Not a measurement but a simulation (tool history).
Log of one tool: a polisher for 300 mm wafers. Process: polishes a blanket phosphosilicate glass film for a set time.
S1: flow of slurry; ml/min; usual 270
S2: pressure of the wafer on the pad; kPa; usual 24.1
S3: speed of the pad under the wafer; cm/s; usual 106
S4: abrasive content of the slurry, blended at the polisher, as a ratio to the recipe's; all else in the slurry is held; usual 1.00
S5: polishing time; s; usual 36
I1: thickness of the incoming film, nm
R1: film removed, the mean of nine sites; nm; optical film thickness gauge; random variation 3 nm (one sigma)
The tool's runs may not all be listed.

run   hour   S1    S2   S3    S4  S5      I1     R1
  1    0.0  270  24.1  106  1.00  36  2189.7  340.6
       0.9  -- slurry blender recalibrated
  2   27.4  270  24.1  106  1.00  36  2202.0  347.8
  3   43.0  270  24.1  106  1.00  36  2178.2  346.3
  4   57.7  270  24.1  106  1.00  36  2187.2  342.5
  5   89.9  270  24.1   94  1.00  36  2184.8  312.2
  6  103.0  270  24.1   94  1.00  36  2190.3  314.4
  7  147.5  270  24.1  106  1.00  36  2163.0  344.1
  8  169.8  270  24.1  106  1.00  36  2160.8  344.7
     177.5  -- worn pad replaced by a new one
  9  185.4  270  24.1  106  1.00  36  2140.3  353.0
 10  201.1  270  24.1  106  1.00  36  2145.8  350.3
 11  214.0  270  24.1  106  1.00  36  2168.7  344.6
     228.3  -- head pressure recalibrated
     260.3  -- slurry nozzle cleaned
     302.9  -- slurry blender recalibrated
 12  320.3  270  24.1  106  1.00  36  2178.4  344.6
     329.2  -- conditioning disc replaced and pad reconditioned
     329.9  -- worn pad replaced by a new one
 13  335.3  270  24.1   94  1.00  36  2196.9  315.1
 14  347.6  300  20.7  106  1.25  30  2160.0  278.4
 15  369.5  350  31.7  106  1.15  36  2150.1  491.4
 16  386.1  270  24.1  106  1.00  36  2204.7  343.0
 17  412.2  270  17.2  140  1.10  36  2214.7  320.8
 18  426.5  185  19.3  106  0.80  46  2180.0  296.9
 19  453.1  270  29.0  106  1.00  29  2187.1  338.3
     485.7  -- worn pad replaced by a new one
 20  486.4  270  17.2  138  0.75  30  2190.6  217.1
 21  515.7  270  24.1  106  1.00  36  2185.3  340.1
 22  531.8  270  17.9  106  1.00  36  2176.6  256.5
     550.2  -- slurry blender recalibrated
 23  558.2  270  24.1  106  1.00  36  2215.0  345.6

Forecast run 24:
 24  582.5  270  16.5  134  1.00  36  2220.0   ?

Run 24 gave R1 292.0 nm.
Without the tool's hidden state the same run would have given R1 292.0 nm.
